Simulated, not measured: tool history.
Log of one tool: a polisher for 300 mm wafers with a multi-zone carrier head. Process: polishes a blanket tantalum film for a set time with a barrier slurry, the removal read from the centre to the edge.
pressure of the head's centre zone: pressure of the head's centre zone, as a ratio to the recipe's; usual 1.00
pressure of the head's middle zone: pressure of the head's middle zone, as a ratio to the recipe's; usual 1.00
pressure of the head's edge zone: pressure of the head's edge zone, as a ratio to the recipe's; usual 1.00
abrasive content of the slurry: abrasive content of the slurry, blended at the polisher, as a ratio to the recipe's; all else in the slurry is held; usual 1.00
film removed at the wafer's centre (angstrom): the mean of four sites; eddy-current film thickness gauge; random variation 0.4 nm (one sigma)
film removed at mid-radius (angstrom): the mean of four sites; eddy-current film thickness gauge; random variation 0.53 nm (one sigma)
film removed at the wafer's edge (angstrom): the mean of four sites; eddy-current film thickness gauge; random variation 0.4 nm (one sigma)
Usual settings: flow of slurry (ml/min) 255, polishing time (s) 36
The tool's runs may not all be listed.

run,hour,flow of slurry (ml/min),pressure of the head's centre zone,pressure of the head's middle zone,pressure of the head's edge zone,abrasive content of the slurry,polishing time (s),"incoming thickness of the incoming film, nm",film removed at the wafer's centre (angstrom),film removed at mid-radius (angstrom),film removed at the wafer's edge (angstrom)
1,0.0,255,1.00,1.00,1.00,1.00,36,292.0,367,400,399
2,23.2,255,1.00,1.00,1.00,1.00,36,288.2,368,398,394
3,40.0,255,1.00,1.00,1.00,1.00,36,289.9,371,399,394
4,56.6,255,1.00,1.00,1.00,1.00,36,288.2,358,385,391
# hour 64.1: centre zone pressure recalibrated
# hour 69.9: worn pad replaced by a new one
5,86.0,255,1.00,1.00,1.00,1.00,36,290.1,402,392,397
6,189.1,255,1.00,0.95,1.00,1.15,36,285.4,410,389,411
7,207.2,255,1.00,1.00,1.00,1.00,36,288.5,390,391,392
# hour 214.0: worn pad replaced by a new one
8,230.2,255,1.00,1.07,1.11,1.00,36,290.1,396,418,413
9,261.5,255,1.00,1.00,1.00,1.00,36,293.8,395,406,384
# hour 267.6: slurry nozzle cleaned
10,277.2,255,1.00,1.00,1.09,1.10,36,289.3,395,398,416
# hour 309.0: carrier head's membrane replaced by a new one
11,309.5,255,1.00,1.00,1.00,1.00,40,289.9,430,447,434
12,330.2,315,1.00,1.08,0.94,1.00,36,290.6,394,421,385
13,350.3,255,1.00,1.00,1.00,1.00,36,293.8,392,393,384
14,371.1,255,1.00,1.00,1.00,1.15,23,295.4,256,257,262
15,384.6,255,0.88,1.00,1.00,0.70,36,294.3,316,367,360
# hour 392.1: worn pad replaced by a new one
16,405.8,225,1.08,1.10,1.05,1.00,36,293.2,412,423,396
17,426.9,255,0.96,1.00,0.96,1.15,36,287.4,382,410,386
18,457.1,255,1.09,0.89,1.00,1.00,36,289.0,412,353,392

The next listed run, before its measurement:
19,469.3,255,1.00,1.00,1.00,1.00,36,293.4,?,?,?

{"run 19": {"film removed at the wafer's centre (angstrom)": 390, "film removed at mid-radius (angstrom)": 396, "film removed at the wafer's edge (angstrom)": 394}}
Without the tool's hidden state the same run would have given film removed at the wafer's centre (angstrom) 400, film removed at mid-radius (angstrom) 396, film removed at the wafer's edge (angstrom) 394.
